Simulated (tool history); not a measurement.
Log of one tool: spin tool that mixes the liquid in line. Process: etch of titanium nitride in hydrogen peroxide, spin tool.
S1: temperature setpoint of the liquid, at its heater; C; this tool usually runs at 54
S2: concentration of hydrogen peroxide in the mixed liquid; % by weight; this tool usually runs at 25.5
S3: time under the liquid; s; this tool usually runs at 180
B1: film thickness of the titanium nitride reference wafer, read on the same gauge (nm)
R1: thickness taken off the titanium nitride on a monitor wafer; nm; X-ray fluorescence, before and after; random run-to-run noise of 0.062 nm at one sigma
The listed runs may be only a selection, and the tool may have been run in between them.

{"run": 1, "hour": 0.0, "S1": 54, "S2": 25.5, "S3": 180, "B1": 150.02, "R1": 6.84}
{"hour": 52.2, "done": "peroxide flow meter replaced"}
{"run": 2, "hour": 83.5, "S1": 59, "S2": 25.5, "S3": 180, "B1": 150, "R1": 10.09}
{"run": 3, "hour": 178.9, "S1": 59, "S2": 25.5, "S3": 180, "B1": 149.99, "R1": 9.96}
{"run": 4, "hour": 218.2, "S1": 54, "S2": 25.5, "S3": 220, "B1": 149.99, "R1": 8.67}
{"run": 5, "hour": 305.0, "S1": 54, "S2": 25.5, "S3": 220, "B1": 150, "R1": 8.59}
{"run": 6, "hour": 378.5, "S1": 54, "S2": 25.5, "S3": 180, "B1": 150.01, "R1": 7.02}
{"run": 7, "hour": 448.3, "S1": 54, "S2": 25.5, "S3": 180, "B1": 149.99, "R1": 6.95}
{"run": 8, "hour": 535.0, "S1": 54, "S2": 28, "S3": 90, "B1": 149.99, "R1": 3.55}
{"run": 9, "hour": 642.6, "S1": 50.5, "S2": 30, "S3": 105, "B1": 149.99, "R1": 3.28}
{"hour": 657.3, "done": "gauge calibrated"}
{"hour": 685.5, "done": "peroxide flow meter replaced"}
{"run": 10, "hour": 745.1, "S1": 59, "S2": 21, "S3": 210, "B1": 150.01, "R1": 11.14}
{"hour": 755.4, "done": "thermometer replaced"}
{"run": 11, "hour": 800.9, "S1": 48, "S2": 25.5, "S3": 130, "B1": 150, "R1": 3.3}
{"run": 12, "hour": 894.9, "S1": 64, "S2": 30, "S3": 85, "B1": 150, "R1": 6.85}
{"run": 13, "hour": 983.1, "S1": 51.5, "S2": 30, "S3": 180, "B1": 150, "R1": 6.19}
{"run": 14, "hour": 1022.7, "S1": 51.5, "S2": 30, "S3": 230, "B1": 150, "R1": 7.88}
{"run": 15, "hour": 1075.0, "S1": 54, "S2": 25.5, "S3": 180, "B1": 150, "R1": 7.07}
{"hour": 1105.1, "done": "new drum of peroxide connected"}
{"run": 16, "hour": 1169.5, "S1": 54, "S2": 21.5, "S3": 180, "B1": 149.99, "R1": 6.75}
{"hour": 1406.3, "done": "peroxide flow meter replaced"}
{"run": 17, "hour": 1492.7, "S1": 50, "S2": 30, "S3": 105, "B1": 150, "R1": 3.18}

Expected results for the next run?
{"run": 18, "hour": 1537.5, "S1": 54, "S2": 25.5, "S3": 150, "B1": "?", "R1": "?"}

{"run 18": {"B1": 149.99, "R1": 5.86}}
Take away the tool's hidden state, keep the run-to-run variation as it was, and the same run would have given R1 5.91 nm.

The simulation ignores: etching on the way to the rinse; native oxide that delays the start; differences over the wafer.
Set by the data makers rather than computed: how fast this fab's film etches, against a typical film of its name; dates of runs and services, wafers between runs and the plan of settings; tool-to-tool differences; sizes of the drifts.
